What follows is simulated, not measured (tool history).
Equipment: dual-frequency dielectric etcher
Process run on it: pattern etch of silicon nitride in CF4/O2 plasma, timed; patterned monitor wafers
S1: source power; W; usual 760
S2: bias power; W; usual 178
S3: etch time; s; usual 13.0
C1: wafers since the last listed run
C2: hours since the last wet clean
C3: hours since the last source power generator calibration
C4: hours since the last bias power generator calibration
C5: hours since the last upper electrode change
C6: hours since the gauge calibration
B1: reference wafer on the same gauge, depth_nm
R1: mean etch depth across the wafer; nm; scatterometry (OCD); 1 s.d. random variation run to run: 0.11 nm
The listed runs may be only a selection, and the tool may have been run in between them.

{"run": 1, "hour": 0.0, "S1": 760, "S2": 178, "S3": 13.0, "C1": 0, "C2": 145.8, "C3": 5377.0, "C4": 3079.1, "C5": 4047.0, "C6": 912.1, "B1": 32.2, "R1": 36.77}
{"hour": 75.6, "done": "gauge calibrated"}
{"run": 2, "hour": 98.1, "S1": 760, "S2": 178, "S3": 13.0, "C1": 1207, "C2": 243.9, "C3": 5475.1, "C4": 3177.2, "C5": 4145.1, "C6": 22.5, "B1": 32.23, "R1": 36.99}
{"run": 3, "hour": 118.2, "S1": 760, "S2": 178, "S3": 13.0, "C1": 247, "C2": 264.0, "C3": 5495.2, "C4": 3197.3, "C5": 4165.2, "C6": 42.6, "B1": 32.17, "R1": 36.92}
{"run": 4, "hour": 151.9, "S1": 760, "S2": 178, "S3": 13.0, "C1": 414, "C2": 297.7, "C3": 5528.9, "C4": 3231.0, "C5": 4198.9, "C6": 76.3, "B1": 32.16, "R1": 37.04}
{"run": 5, "hour": 164.6, "S1": 760, "S2": 178, "S3": 13.0, "C1": 156, "C2": 310.4, "C3": 5541.6, "C4": 3243.7, "C5": 4211.6, "C6": 89.0, "B1": 32.21, "R1": 37.13}
{"hour": 178.5, "done": "source power generator calibrated"}
{"run": 6, "hour": 184.3, "S1": 760, "S2": 178, "S3": 13.0, "C1": 193, "C2": 330.1, "C3": 5.8, "C4": 3263.4, "C5": 4231.3, "C6": 108.7, "B1": 32.2, "R1": 37.15}
{"run": 7, "hour": 223.9, "S1": 760, "S2": 178, "S3": 13.0, "C1": 487, "C2": 369.7, "C3": 45.4, "C4": 3303.0, "C5": 4270.9, "C6": 148.3, "B1": 32.2, "R1": 37.04}
{"hour": 232.1, "done": "bias power generator calibrated"}
{"run": 8, "hour": 257.7, "S1": 760, "S2": 191, "S3": 13.0, "C1": 366, "C2": 403.5, "C3": 79.2, "C4": 25.6, "C5": 4304.7, "C6": 182.1, "B1": 32.19, "R1": 38.05}
{"run": 9, "hour": 292.7, "S1": 760, "S2": 191, "S3": 13.0, "C1": 430, "C2": 438.5, "C3": 114.2, "C4": 60.6, "C5": 4339.7, "C6": 217.1, "B1": 32.18, "R1": 38.17}
{"run": 10, "hour": 316.4, "S1": 760, "S2": 178, "S3": 13.0, "C1": 291, "C2": 462.2, "C3": 137.9, "C4": 84.3, "C5": 4363.4, "C6": 240.8, "B1": 32.21, "R1": 37.15}
{"run": 11, "hour": 337.1, "S1": 650, "S2": 144, "S3": 15.0, "C1": 254, "C2": 482.9, "C3": 158.6, "C4": 105.0, "C5": 4384.1, "C6": 261.5, "B1": 32.15, "R1": 37.66}
{"run": 12, "hour": 370.6, "S1": 760, "S2": 220, "S3": 13.0, "C1": 412, "C2": 516.4, "C3": 192.1, "C4": 138.5, "C5": 4417.6, "C6": 295.0, "B1": 32.18, "R1": 40.06}
{"run": 13, "hour": 393.6, "S1": 620, "S2": 178, "S3": 13.0, "C1": 283, "C2": 539.4, "C3": 215.1, "C4": 161.5, "C5": 4440.6, "C6": 318.0, "B1": 32.22, "R1": 34.26}
{"run": 14, "hour": 408.7, "S1": 630, "S2": 219, "S3": 15.0, "C1": 185, "C2": 554.5, "C3": 230.2, "C4": 176.6, "C5": 4455.7, "C6": 333.1, "B1": 32.17, "R1": 42.44}
{"hour": 435.1, "done": "wet clean of the chamber"}
{"run": 15, "hour": 444.6, "S1": 920, "S2": 222, "S3": 16.0, "C1": 146, "C2": 9.5, "C3": 266.1, "C4": 212.5, "C5": 4491.6, "C6": 369.0, "B1": 32.17, "R1": 53.1}
{"run": 16, "hour": 464.8, "S1": 760, "S2": 178, "S3": 13.0, "C1": 248, "C2": 29.7, "C3": 286.3, "C4": 232.7, "C5": 4511.8, "C6": 389.2, "B1": 32.21, "R1": 36.52}
{"run": 17, "hour": 495.2, "S1": 760, "S2": 178, "S3": 9.5, "C1": 374, "C2": 60.1, "C3": 316.7, "C4": 263.1, "C5": 4542.2, "C6": 419.6, "B1": 32.21, "R1": 26.77}
{"run": 18, "hour": 512.2, "S1": 760, "S2": 147, "S3": 11.5, "C1": 209, "C2": 77.1, "C3": 333.7, "C4": 280.1, "C5": 4559.2, "C6": 436.6, "B1": 32.21, "R1": 30.83}
{"run": 19, "hour": 530.6, "S1": 760, "S2": 178, "S3": 13.0, "C1": 226, "C2": 95.5, "C3": 352.1, "C4": 298.5, "C5": 4577.6, "C6": 455.0, "B1": 32.2, "R1": 36.81}
{"run": 20, "hour": 547.0, "S1": 610, "S2": 213, "S3": 11.0, "C1": 201, "C2": 111.9, "C3": 368.5, "C4": 314.9, "C5": 4594.0, "C6": 471.4, "B1": 32.19, "R1": 29.74}
{"hour": 583.4, "done": "upper electrode replaced"}
{"run": 21, "hour": 583.9, "S1": 760, "S2": 199, "S3": 10.5, "C1": 158, "C2": 148.8, "C3": 405.4, "C4": 351.8, "C5": 0.5, "C6": 508.3, "B1": 32.21, "R1": 30.83}
{"run": 22, "hour": 595.2, "S1": 760, "S2": 147, "S3": 13.0, "C1": 139, "C2": 160.1, "C3": 416.7, "C4": 363.1, "C5": 11.8, "C6": 519.6, "B1": 32.23, "R1": 34.85}
{"run": 23, "hour": 624.2, "S1": 900, "S2": 153, "S3": 15.0, "C1": 357, "C2": 189.1, "C3": 445.7, "C4": 392.1, "C5": 40.8, "C6": 548.6, "B1": 32.21, "R1": 44.18}
{"run": 24, "hour": 638.7, "S1": 760, "S2": 178, "S3": 13.0, "C1": 178, "C2": 203.6, "C3": 460.2, "C4": 406.6, "C5": 55.3, "C6": 563.1, "B1": 32.23, "R1": 36.9}
{"run": 25, "hour": 733.7, "S1": 890, "S2": 152, "S3": 13.0, "C1": 1169, "C2": 298.6, "C3": 555.2, "C4": 501.6, "C5": 150.3, "C6": 658.1, "B1": 32.19, "R1": 38.36}
{"run": 26, "hour": 779.2, "S1": 930, "S2": 192, "S3": 15.5, "C1": 560, "C2": 344.1, "C3": 600.7, "C4": 547.1, "C5": 195.8, "C6": 703.6, "B1": 32.22, "R1": 50.04}
{"run": 27, "hour": 844.8, "S1": 760, "S2": 178, "S3": 13.0, "C1": 807, "C2": 409.7, "C3": 666.3, "C4": 612.7, "C5": 261.4, "C6": 769.2, "B1": 32.2, "R1": 37.4}
{"run": 28, "hour": 869.6, "S1": 810, "S2": 204, "S3": 10.0, "C1": 305, "C2": 434.5, "C3": 691.1, "C4": 637.5, "C5": 286.2, "C6": 794.0, "B1": 32.18, "R1": 31.04}
{"run": 29, "hour": 883.5, "S1": 760, "S2": 178, "S3": 13.0, "C1": 171, "C2": 448.4, "C3": 705.0, "C4": 651.4, "C5": 300.1, "C6": 807.9, "B1": 32.21, "R1": 37.47}
{"run": 30, "hour": 901.8, "S1": 830, "S2": 190, "S3": 13.0, "C1": 225, "C2": 466.7, "C3": 723.3, "C4": 669.7, "C5": 318.4, "C6": 826.2, "B1": 32.2, "R1": 39.91}
{"run": 31, "hour": 923.1, "S1": 930, "S2": 192, "S3": 15.5, "C1": 262, "C2": 488.0, "C3": 744.6, "C4": 691.0, "C5": 339.7, "C6": 847.5, "B1": 32.19, "R1": 50.64}

3 options for the next run, each taken on its own from the tool as it stands now. Forecast them:
{"run": "A", "hour": 923.5, "S1": 760, "S2": 178, "S3": 13.0, "C1": 4, "C2": 488.4, "C3": 745.0, "C4": 691.4, "C5": 340.1, "C6": 847.9, "B1": "?", "R1": "?"}
{"run": "B", "hour": 923.5, "S1": 850, "S2": 178, "S3": 13.0, "C1": 4, "C2": 488.4, "C3": 745.0, "C4": 691.4, "C5": 340.1, "C6": 847.9, "B1": "?", "R1": "?"}
{"run": "C", "hour": 923.5, "S1": 680, "S2": 199, "S3": 15.0, "C1": 4, "C2": 488.4, "C3": 745.0, "C4": 691.4, "C5": 340.1, "C6": 847.9, "B1": "?", "R1": "?"}

run=A B1=32.19 R1=37.71
run=B B1=32.19 R1=39.86
run=C B1=32.19 R1=42.73
Without the tool's hidden state the same runs would have given:
run=A R1=36.79
run=B R1=38.89
run=C R1=41.69

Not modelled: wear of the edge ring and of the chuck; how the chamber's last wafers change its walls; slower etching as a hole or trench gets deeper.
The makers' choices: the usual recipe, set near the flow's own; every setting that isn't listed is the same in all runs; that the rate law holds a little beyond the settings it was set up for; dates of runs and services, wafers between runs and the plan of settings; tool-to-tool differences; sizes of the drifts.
